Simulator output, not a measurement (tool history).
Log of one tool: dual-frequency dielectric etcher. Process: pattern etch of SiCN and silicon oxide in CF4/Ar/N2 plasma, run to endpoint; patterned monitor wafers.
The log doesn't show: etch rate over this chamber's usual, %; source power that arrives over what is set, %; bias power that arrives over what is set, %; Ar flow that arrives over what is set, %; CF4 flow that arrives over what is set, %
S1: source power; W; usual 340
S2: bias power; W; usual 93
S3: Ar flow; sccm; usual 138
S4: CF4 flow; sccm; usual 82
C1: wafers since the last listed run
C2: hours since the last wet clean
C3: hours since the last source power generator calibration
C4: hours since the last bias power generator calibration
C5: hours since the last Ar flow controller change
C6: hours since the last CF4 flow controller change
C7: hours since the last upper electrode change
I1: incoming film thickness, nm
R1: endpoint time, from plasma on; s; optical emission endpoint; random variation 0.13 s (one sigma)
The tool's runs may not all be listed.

Run 1, day 0: usual settings but S2 75 W, S4 94 sccm; C1 0; C2 475.2; C3 1887.5; C4 2870.2; C5 2548.7; C6 1531.9; C7 2662.1; I1 11.45. Result: R1 15.8 s.
Run 2, day 3.471: usual settings but S2 75 W, S4 94 sccm; C1 1062; C2 558.5; C3 1970.8; C4 2953.5; C5 2632; C6 1615.2; C7 2745.4; I1 11.59. Result: R1 15.5 s.
At day 4.85: wet clean of the chamber.
Run 3, day 5.388: usual settings but S2 75 W, S4 94 sccm; C1 280; C2 12.9; C3 2016.8; C4 2999.5; C5 2678; C6 1661.2; C7 2791.4; I1 11.55. Result: R1 16.3 s.
Run 4, day 9.571: usual settings but S4 68 sccm; C1 1280; C2 113.3; C3 2117.2; C4 3099.9; C5 2778.4; C6 1761.6; C7 2891.8; I1 11.51. Result: R1 15.8 s.
Run 5, day 12.433: usual settings but S4 68 sccm; C1 876; C2 182; C3 2185.9; C4 3168.6; C5 2847.1; C6 1830.3; C7 2960.5; I1 11.46. Result: R1 15.5 s.
Run 6, day 14.704: usual settings but S4 68 sccm; C1 694; C2 236.5; C3 2240.4; C4 3223.1; C5 2901.6; C6 1884.8; C7 3015; I1 11.53. Result: R1 15.4 s.
At day 15.479: CF4 flow controller replaced.
Run 7, day 16.917: usual settings but S3 131 sccm; C1 600; C2 289.6; C3 2293.5; C4 3276.2; C5 2954.7; C6 34.5; C7 3068.1; I1 11.54. Result: R1 15.1 s.
Run 8, day 20.671: usual settings; C1 1148; C2 379.7; C3 2383.6; C4 3366.3; C5 3044.8; C6 124.6; C7 3158.2; I1 11.44. Result: R1 15 s.
Run 9, day 22.996: usual settings but S2 103 W, S4 96 sccm; C1 711; C2 435.5; C3 2439.4; C4 3422.1; C5 3100.6; C6 180.4; C7 3214; I1 11.54. Result: R1 14 s.
At day 24.821: Ar flow controller replaced.
At day 25.312: wet clean of the chamber.
At day 26.796: upper electrode replaced.
Run 10, day 26.962: usual settings but S1 400 W, S3 104 sccm; C1 681; C2 39.6; C3 2534.6; C4 3517.3; C5 51.4; C6 275.6; C7 4; I1 11.48. Result: R1 13.5 s.
At day 27.188: source power generator calibrated.
Run 11, day 29.292: usual settings; C1 661; C2 95.5; C3 50.5; C4 3573.2; C5 107.3; C6 331.5; C7 59.9; I1 11.48. Result: R1 15.3 s.
Run 12, day 30.954: usual settings but S3 116 sccm; C1 508; C2 135.4; C3 90.4; C4 3613.1; C5 147.2; C6 371.4; C7 99.8; I1 11.6. Result: R1 15.1 s.
At day 32.554: bias power generator calibrated.
Run 13, day 32.575: usual settings; C1 445; C2 174.3; C3 129.3; C4 0.5; C5 186.1; C6 410.3; C7 138.7; I1 11.59. Result: R1 15.4 s.
Run 14, day 35.279: usual settings but S4 96 sccm; C1 827; C2 239.2; C3 194.2; C4 65.4; C5 251; C6 475.2; C7 203.6; I1 11.61. Result: R1 14.9 s.
Run 15, day 39.612: usual settings; C1 1326; C2 343.2; C3 298.2; C4 169.4; C5 355; C6 579.2; C7 307.6; I1 11.49. Result: R1 14.9 s.
Run 16, day 41.292: usual settings but S4 100 sccm; C1 513; C2 383.5; C3 338.5; C4 209.7; C5 395.3; C6 619.5; C7 347.9; I1 11.36. Result: R1 14.1 s.

Hidden state at the last listed run before each entry between runs and at the first one after, where it differs:
Between runs 2 and 3: wet clean of the chamber (day 4.85)
  etch rate over this chamber's usual, %: 4.91 -> 0.542
  measured less the result without the state, R1: -0.7 -> -0.1 s
Between runs 6 and 7: CF4 flow controller replaced (day 15.479)
  etch rate over this chamber's usual, %: 2.8 -> 3.33
  measured less the result without the state, R1: -0.5 -> -0.5 s
Between runs 9 and 10: Ar flow controller replaced (day 24.821); wet clean of the chamber (day 25.312); upper electrode replaced (day 26.796)
  etch rate over this chamber's usual, %: 4.8 -> 1.45
  measured less the result without the state, R1: -0.7 -> -0.2 s
Between runs 10 and 11: source power generator calibrated (day 27.188)
  etch rate over this chamber's usual, %: 1.45 -> 2.01
  measured less the result without the state, R1: -0.2 -> -0.3 s
Between runs 12 and 13: bias power generator calibrated (day 32.554)
  etch rate over this chamber's usual, %: 2.41 -> 2.81
  measured less the result without the state, R1: -0.3 -> -0.5 s

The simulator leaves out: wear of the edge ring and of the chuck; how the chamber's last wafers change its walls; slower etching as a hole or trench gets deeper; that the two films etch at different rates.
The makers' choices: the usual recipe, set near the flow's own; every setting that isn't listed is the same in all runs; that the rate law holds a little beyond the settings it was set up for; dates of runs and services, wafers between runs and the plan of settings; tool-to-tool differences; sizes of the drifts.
